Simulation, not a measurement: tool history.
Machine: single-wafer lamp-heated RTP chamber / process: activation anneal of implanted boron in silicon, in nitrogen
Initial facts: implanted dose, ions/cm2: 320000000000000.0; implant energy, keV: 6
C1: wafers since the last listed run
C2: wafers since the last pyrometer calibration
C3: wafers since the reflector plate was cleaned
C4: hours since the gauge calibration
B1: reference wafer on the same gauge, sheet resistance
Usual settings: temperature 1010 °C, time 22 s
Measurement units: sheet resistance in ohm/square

run 1 hour=0 | temperature=1025 time=22 | C1=0 C2=825 C3=9600 C4=974.3 | B1=401.59 | sheet_resistance=341.25
run 2 hour=103.4 | temperature=1025 time=22 | C1=1209 C2=2034 C3=10809 C4=1077.7 | B1=402.08 | sheet_resistance=342.91
run 3 hour=160.3 | temperature=1010 time=22 | C1=665 C2=2700 C3=11475 C4=1134.6 | B1=402.14 | sheet_resistance=343.11
-- hour=186.8 reflector plate cleaned
run 4 hour=262.3 | temperature=1016 time=32 | C1=1099 C2=3800 C3=883 C4=1236.6 | B1=401.79 | sheet_resistance=340.12
run 5 hour=307.7 | temperature=1016 time=32 | C1=531 C2=4331 C3=1414 C4=1282 | B1=402.14 | sheet_resistance=341.02
run 6 hour=349.3 | temperature=1010 time=22 | C1=486 C2=4818 C3=1901 C4=1323.6 | B1=401.97 | sheet_resistance=343.6
run 7 hour=426.7 | temperature=1010 time=22 | C1=905 C2=5723 C3=2806 C4=1401 | B1=402.13 | sheet_resistance=342.86
run 8 hour=502.8 | temperature=1010 time=22 | C1=890 C2=6613 C3=3696 C4=1477.1 | B1=402.03 | sheet_resistance=343.25
-- hour=569 pyrometer window cleaned and pyrometer calibrated
run 9 hour=606.7 | temperature=1010 time=22 | C1=1121 C2=440 C3=4818 C4=1581 | B1=401.88 | sheet_resistance=342.8
run 10 hour=659.6 | temperature=1010 time=22 | C1=618 C2=1059 C3=5437 C4=1633.9 | B1=401.76 | sheet_resistance=342.26
run 11 hour=750.9 | temperature=1010 time=22 | C1=1068 C2=2127 C3=6505 C4=1725.2 | B1=401.85 | sheet_resistance=342.34
run 12 hour=841.5 | temperature=1010 time=28 | C1=1059 C2=3187 C3=7565 C4=1815.8 | B1=402.1 | sheet_resistance=341.04
run 13 hour=925 | temperature=1010 time=28 | C1=976 C2=4164 C3=8542 C4=1899.3 | B1=402.15 | sheet_resistance=340.72
run 14 hour=1011.7 | temperature=1010 time=28 | C1=1014 C2=5178 C3=9557 C4=1986 | B1=401.82 | sheet_resistance=340.89
run 15 hour=1104.6 | temperature=1010 time=22 | C1=1086 C2=6265 C3=10643 C4=2078.9 | B1=401.67 | sheet_resistance=341.53
-- hour=1126.4 pyrometer window cleaned and pyrometer calibrated, repeated, since the last time left the tool worse
run 16 hour=1159 | temperature=1010 time=22 | C1=542 C2=381 C3=11186 C4=2133.3 | B1=402.16 | sheet_resistance=343.2
-- hour=1196.9 reflector plate cleaned
run 17 hour=1216.9 | temperature=999 time=35 | C1=583 C2=964 C3=234 C4=2191.2 | B1=401.97 | sheet_resistance=343.48
-- hour=1227.5 gauge calibrated
run 18 hour=1310.7 | temperature=1030 time=14 | C1=1097 C2=2062 C3=1331 C4=83.2 | B1=401.99 | sheet_resistance=344.05
run 19 hour=1364.4 | temperature=1010 time=27 | C1=628 C2=2690 C3=1960 C4=136.9 | B1=402.2 | sheet_resistance=342.67
run 20 hour=1405 | temperature=1010 time=22 | C1=474 C2=3165 C3=2435 C4=177.5 | B1=402.01 | sheet_resistance=343.87
run 21 hour=1485 | temperature=1010 time=11 | C1=935 C2=4101 C3=3371 C4=257.5 | B1=402.08 | sheet_resistance=346.22
run 22 hour=1554.7 | temperature=997 time=32 | C1=815 C2=4916 C3=4186 C4=327.2 | B1=401.94 | sheet_resistance=343.52
run 23 hour=1608.8 | temperature=1038 time=25 | C1=632 C2=5549 C3=4819 C4=381.3 | B1=402.09 | sheet_resistance=339.55
run 24 hour=1671.2 | temperature=1034 time=22 | C1=730 C2=6279 C3=5549 C4=443.7 | B1=402.07 | sheet_resistance=339.93
run 25 hour=1718.8 | temperature=984 time=34 | C1=556 C2=6836 C3=6106 C4=491.3 | B1=401.93 | sheet_resistance=346.32
-- hour=1769.3 pyrometer window cleaned and pyrometer calibrated
run 26 hour=1769.8 | temperature=1039 time=35 | C1=503 C2=6 C3=6609 C4=542.3 | B1=401.98 | sheet_resistance=337.9
run 27 hour=1864.8 | temperature=1023 time=30 | C1=1111 C2=1117 C3=7720 C4=637.3 | B1=401.97 | sheet_resistance=341.4
run 28 hour=1931.4 | temperature=999 time=35 | C1=779 C2=1896 C3=8499 C4=703.9 | B1=402.05 | sheet_resistance=343.47
run 29 hour=1980.5 | temperature=1038 time=25 | C1=574 C2=2471 C3=9074 C4=753 | B1=401.89 | sheet_resistance=338.74
run 30 hour=2018.3 | temperature=1010 time=33 | C1=442 C2=2913 C3=9516 C4=790.8 | B1=401.8 | sheet_resistance=341.86
run 31 hour=2104.1 | temperature=1010 time=17 | C1=1003 C2=3917 C3=10520 C4=876.6 | B1=402.29 | sheet_resistance=345.16
-- hour=2154 reflector plate cleaned
run 32 hour=2195.8 | temperature=984 time=34 | C1=979 C2=4896 C3=489 C4=968.3 | B1=402.18 | sheet_resistance=346.57
run 33 hour=2295.8 | temperature=1010 time=22 | C1=1169 C2=6066 C3=1659 C4=1068.3 | B1=401.92 | sheet_resistance=343.57
run 34 hour=2335.4 | temperature=993 time=11 | C1=463 C2=6529 C3=2122 C4=1107.9 | B1=401.8 | sheet_resistance=349.18
-- hour=2379.8 pyrometer window cleaned and pyrometer calibrated
run 35 hour=2380.3 | temperature=981 time=13 | C1=431 C2=5 C3=2554 C4=1152.8 | B1=401.7 | sheet_resistance=354.32
run 36 hour=2462.3 | temperature=1040 time=22 | C1=959 C2=965 C3=3513 C4=1234.8 | B1=401.87 | sheet_resistance=340.36
run 37 hour=2553.1 | temperature=1010 time=12 | C1=1062 C2=2027 C3=4575 C4=1325.6 | B1=401.75 | sheet_resistance=346.29

Below, some changes in sheet resistance between adjacent runs. For each, the amount present without the hidden state too (settings, incoming material, random variation) and the amount remaining for the hidden state with gauge scatter not shared by both compared results:
Hidden state present: true wafer temperature minus pyrometer reading, K; wafer temperature error from the tarnished reflector plate, K; gauge reads high (%).
Run 15 -> 16: pyrometer window cleaned and pyrometer calibrated, repeated, since the last time left the tool worse. sheet resistance +1.67 ohm/square: hidden state +2.03, all else -0.36.
Run 24 -> 25: temperature 1034 -> 984, time 22 -> 34. sheet resistance +6.39 ohm/square: hidden state -1.08, all else +7.47.
Run 25 -> 26: temperature 984 -> 1039, time 34 -> 35, pyrometer window cleaned and pyrometer calibrated. sheet resistance -8.42 ohm/square: hidden state +1.42, all else -9.84.
Run 34 -> 35: temperature 993 -> 981, time 11 -> 13, pyrometer window cleaned and pyrometer calibrated. sheet resistance +5.14 ohm/square: hidden state +1.18, all else +3.96.
Run 35 -> 36: temperature 981 -> 1040, time 13 -> 22. sheet resistance -13.96 ohm/square: hidden state +0.25, all else -14.21.
